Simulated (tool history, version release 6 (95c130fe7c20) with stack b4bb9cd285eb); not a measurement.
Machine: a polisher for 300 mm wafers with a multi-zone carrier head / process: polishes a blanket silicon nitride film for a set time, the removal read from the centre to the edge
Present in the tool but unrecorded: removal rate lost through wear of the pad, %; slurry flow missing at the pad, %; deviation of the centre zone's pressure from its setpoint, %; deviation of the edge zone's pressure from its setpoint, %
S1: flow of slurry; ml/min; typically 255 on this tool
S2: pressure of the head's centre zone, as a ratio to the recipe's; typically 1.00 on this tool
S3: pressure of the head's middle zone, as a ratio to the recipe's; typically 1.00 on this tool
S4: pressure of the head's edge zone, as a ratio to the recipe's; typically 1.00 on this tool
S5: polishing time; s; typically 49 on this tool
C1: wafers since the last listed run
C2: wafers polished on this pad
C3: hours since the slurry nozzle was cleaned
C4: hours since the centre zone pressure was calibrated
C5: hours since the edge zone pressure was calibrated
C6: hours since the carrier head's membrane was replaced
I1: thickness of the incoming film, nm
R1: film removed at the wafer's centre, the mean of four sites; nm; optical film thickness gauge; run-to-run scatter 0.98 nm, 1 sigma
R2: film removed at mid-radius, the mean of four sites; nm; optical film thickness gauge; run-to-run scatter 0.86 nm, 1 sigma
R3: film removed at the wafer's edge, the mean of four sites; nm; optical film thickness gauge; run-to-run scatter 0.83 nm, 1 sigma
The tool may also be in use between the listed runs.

run	hour	S1	S2	S3	S4	S5	C1	C2	C3	C4	C5	C6	I1	R1	R2	R3
1	0.0	205	1.00	1.00	1.00	49	0	1177	769.2	139.5	325.2	512.0	694.7	70.8	69.1	70.2
2	59.8	255	1.00	1.00	1.00	49	445	1622	829.0	199.3	385.0	571.8	699.2	72.2	72.7	72.1
3	96.1	255	1.00	1.00	1.00	49	270	1893	865.3	235.6	421.3	608.1	710.6	72.4	71.9	72.5
# hour 133.9: worn pad replaced by a new one
4	148.6	255	1.00	1.00	1.00	49	361	109	917.8	288.1	473.8	660.6	692.0	73.6	70.9	72.4
# hour 175.1: slurry nozzle cleaned
# hour 193.9: edge zone pressure recalibrated
5	215.5	210	1.00	1.00	0.92	49	476	585	40.4	355.0	21.6	727.5	708.6	71.9	69.1	67.7
6	248.1	255	1.00	0.92	1.00	49	243	828	73.0	387.6	54.2	760.1	706.5	72.5	66.8	73.0
7	275.0	255	1.00	0.92	1.00	49	200	1029	99.9	414.5	81.1	787.0	711.6	71.7	65.8	72.9
8	326.3	255	1.00	1.00	1.04	33	382	1411	151.2	465.8	132.4	838.3	696.6	48.5	48.4	49.5
9	381.2	285	1.10	1.00	0.94	49	409	1821	206.1	520.7	187.3	893.2	705.0	81.6	71.0	71.2
10	422.2	300	1.06	1.11	0.90	49	305	2126	247.1	561.7	228.3	934.2	713.3	79.3	78.7	69.8
# hour 476.8: worn pad replaced by a new one
11	494.1	255	1.07	1.00	1.00	49	506	128	319.0	633.6	300.2	1006.1	701.6	79.2	71.7	71.8
12	519.4	255	1.00	0.89	1.00	58	188	317	344.3	658.9	325.5	1031.4	706.6	86.9	75.5	84.2
13	551.6	200	1.00	1.04	1.00	57	240	557	376.5	691.1	357.7	1063.6	695.3	80.9	82.3	81.9
# hour 563.0: carrier head's membrane replaced by a new one
14	619.0	255	1.00	1.00	1.04	33	465	1022	443.9	758.5	425.1	56.0	707.2	48.8	47.9	48.7
15	663.6	255	0.92	1.00	1.04	49	332	1355	488.5	803.1	469.7	100.6	708.7	67.3	72.6	72.8
# hour 685.1: centre zone pressure recalibrated
16	704.0	185	1.00	1.09	1.00	49	286	1641	528.9	18.9	510.1	141.0	704.8	69.1	73.8	70.5
17	731.1	255	1.05	1.11	1.00	49	202	1843	556.0	46.0	537.2	168.1	709.4	77.3	78.3	71.5
# hour 747.7: worn pad replaced by a new one
# hour 751.8: edge zone pressure recalibrated
18	773.3	285	1.10	1.00	0.94	49	269	176	598.2	88.2	21.5	210.3	709.8	79.8	70.1	68.8
19	832.8	285	1.00	0.90	1.08	40	443	619	657.7	147.7	81.0	269.8	695.9	60.2	52.7	61.7
20	872.7	255	1.00	1.00	1.00	49	297	917	697.6	187.6	120.9	309.7	701.7	72.6	71.0	72.6
21	902.3	255	1.00	1.00	1.00	49	220	1137	727.2	217.2	150.5	339.3	698.6	73.7	71.5	71.8

State the hidden condition of the tool at each of the runs:
removal rate lost through wear of the pad, %: 0 in every run
slurry flow missing at the pad, %: 0 in every run
deviation of the centre zone's pressure from its setpoint, %: 0 in every run
deviation of the edge zone's pressure from its setpoint, %: 0 in every run
